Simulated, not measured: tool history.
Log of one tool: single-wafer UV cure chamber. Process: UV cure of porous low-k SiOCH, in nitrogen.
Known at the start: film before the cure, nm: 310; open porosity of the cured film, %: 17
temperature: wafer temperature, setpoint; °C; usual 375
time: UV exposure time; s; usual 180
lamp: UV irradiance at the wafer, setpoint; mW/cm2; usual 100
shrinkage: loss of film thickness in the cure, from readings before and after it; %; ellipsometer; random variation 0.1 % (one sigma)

{"run": 1, "hour": 0.0, "temperature": 383, "time": 180, "lamp": 100, "shrinkage": 9.884}
{"run": 2, "hour": 32.6, "temperature": 375, "time": 260, "lamp": 100, "shrinkage": 11.307}
{"run": 3, "hour": 49.7, "temperature": 375, "time": 260, "lamp": 100, "shrinkage": 11.307}
{"run": 4, "hour": 63.0, "temperature": 375, "time": 180, "lamp": 100, "shrinkage": 9.607}
{"run": 5, "hour": 77.5, "temperature": 375, "time": 180, "lamp": 100, "shrinkage": 9.361}
{"run": 6, "hour": 96.6, "temperature": 375, "time": 180, "lamp": 100, "shrinkage": 9.445}
{"hour": 131.2, "done": "quartz window cleaned"}
{"run": 7, "hour": 131.7, "temperature": 375, "time": 180, "lamp": 100, "shrinkage": 9.799}
{"run": 8, "hour": 165.3, "temperature": 375, "time": 180, "lamp": 100, "shrinkage": 9.641}
{"run": 9, "hour": 183.9, "temperature": 375, "time": 180, "lamp": 80, "shrinkage": 8.589}
{"run": 10, "hour": 209.8, "temperature": 375, "time": 180, "lamp": 108, "shrinkage": 9.969}
{"run": 11, "hour": 241.6, "temperature": 375, "time": 180, "lamp": 108, "shrinkage": 9.855}
{"run": 12, "hour": 283.3, "temperature": 375, "time": 180, "lamp": 100, "shrinkage": 9.294}
{"hour": 297.5, "done": "UV bulbs replaced"}
{"run": 13, "hour": 299.8, "temperature": 375, "time": 180, "lamp": 100, "shrinkage": 10.313}
{"run": 14, "hour": 321.7, "temperature": 375, "time": 155, "lamp": 100, "shrinkage": 9.427}
{"hour": 409.8, "done": "quartz window cleaned"}
{"run": 15, "hour": 410.3, "temperature": 375, "time": 155, "lamp": 100, "shrinkage": 9.753}
{"run": 16, "hour": 420.6, "temperature": 390, "time": 180, "lamp": 100, "shrinkage": 10.648}
{"run": 17, "hour": 444.1, "temperature": 390, "time": 180, "lamp": 100, "shrinkage": 10.73}
{"run": 18, "hour": 477.1, "temperature": 390, "time": 180, "lamp": 100, "shrinkage": 10.748}
{"run": 19, "hour": 499.1, "temperature": 375, "time": 180, "lamp": 100, "shrinkage": 10.203}
{"run": 20, "hour": 512.6, "temperature": 370, "time": 120, "lamp": 100, "shrinkage": 8.26}
{"run": 21, "hour": 540.8, "temperature": 375, "time": 180, "lamp": 82, "shrinkage": 9.144}
{"run": 22, "hour": 557.4, "temperature": 375, "time": 180, "lamp": 100, "shrinkage": 10.161}
{"run": 23, "hour": 591.3, "temperature": 375, "time": 180, "lamp": 80, "shrinkage": 9.049}
{"run": 24, "hour": 610.6, "temperature": 375, "time": 155, "lamp": 100, "shrinkage": 9.163}
{"run": 25, "hour": 638.8, "temperature": 361, "time": 280, "lamp": 82, "shrinkage": 10.707}
{"run": 26, "hour": 665.7, "temperature": 362, "time": 240, "lamp": 68, "shrinkage": 9.196}
{"hour": 681.3, "done": "quartz window cleaned"}
{"run": 27, "hour": 693.2, "temperature": 375, "time": 105, "lamp": 84, "shrinkage": 7.054}
{"run": 28, "hour": 724.7, "temperature": 388, "time": 285, "lamp": 100, "shrinkage": 12.604}
{"run": 29, "hour": 742.1, "temperature": 375, "time": 180, "lamp": 100, "shrinkage": 10.362}
{"run": 30, "hour": 762.5, "temperature": 375, "time": 180, "lamp": 89, "shrinkage": 9.411}
{"run": 31, "hour": 778.4, "temperature": 392, "time": 85, "lamp": 100, "shrinkage": 7.04}
{"run": 32, "hour": 807.4, "temperature": 375, "time": 85, "lamp": 120, "shrinkage": 7.564}
{"run": 33, "hour": 901.5, "temperature": 375, "time": 180, "lamp": 100, "shrinkage": 9.827}
{"run": 34, "hour": 931.4, "temperature": 360, "time": 100, "lamp": 128, "shrinkage": 7.849}
{"hour": 955.4, "done": "quartz window cleaned"}
{"run": 35, "hour": 955.9, "temperature": 368, "time": 125, "lamp": 65, "shrinkage": 6.412}
{"run": 36, "hour": 974.1, "temperature": 375, "time": 180, "lamp": 100, "shrinkage": 9.827}

The tool's hidden state at each run:
H1: lamp output below its setpoint, %
H2: transmission lost against a clean window, %
run=1 H1=14.7 H2=2.85
run=2 H1=15.2 H2=3.98
run=3 H1=15.5 H2=4.66
run=4 H1=15.8 H2=5.23
run=5 H1=16 H2=5.89
run=6 H1=16.3 H2=6.82
run=7 H1=16.9 H2=1.48
run=8 H1=17.5 H2=1.6
run=9 H1=17.8 H2=1.75
run=10 H1=18.3 H2=2.09
run=11 H1=18.8 H2=2.68
run=12 H1=19.5 H2=3.75
run=13 H1=1.24 H2=4.27
run=14 H1=1.62 H2=5.04
run=15 H1=3.13 H2=0.919
run=16 H1=3.31 H2=0.931
run=17 H1=3.71 H2=1.03
run=18 H1=4.28 H2=1.36
run=19 H1=4.65 H2=1.7
run=20 H1=4.89 H2=1.96
run=21 H1=5.37 H2=2.6
run=22 H1=5.65 H2=3.06
run=23 H1=6.23 H2=4.15
run=24 H1=6.56 H2=4.88
run=25 H1=7.05 H2=6.07
run=26 H1=7.51 H2=7.35
run=27 H1=7.98 H2=0.0645
run=28 H1=8.52 H2=0.235
run=29 H1=8.82 H2=0.413
run=30 H1=9.17 H2=0.698
run=31 H1=9.44 H2=0.976
run=32 H1=9.93 H2=1.61
run=33 H1=11.5 H2=4.81
run=34 H1=12.1 H2=6.19
run=35 H1=12.5 H2=1.01
run=36 H1=12.8 H2=1.05
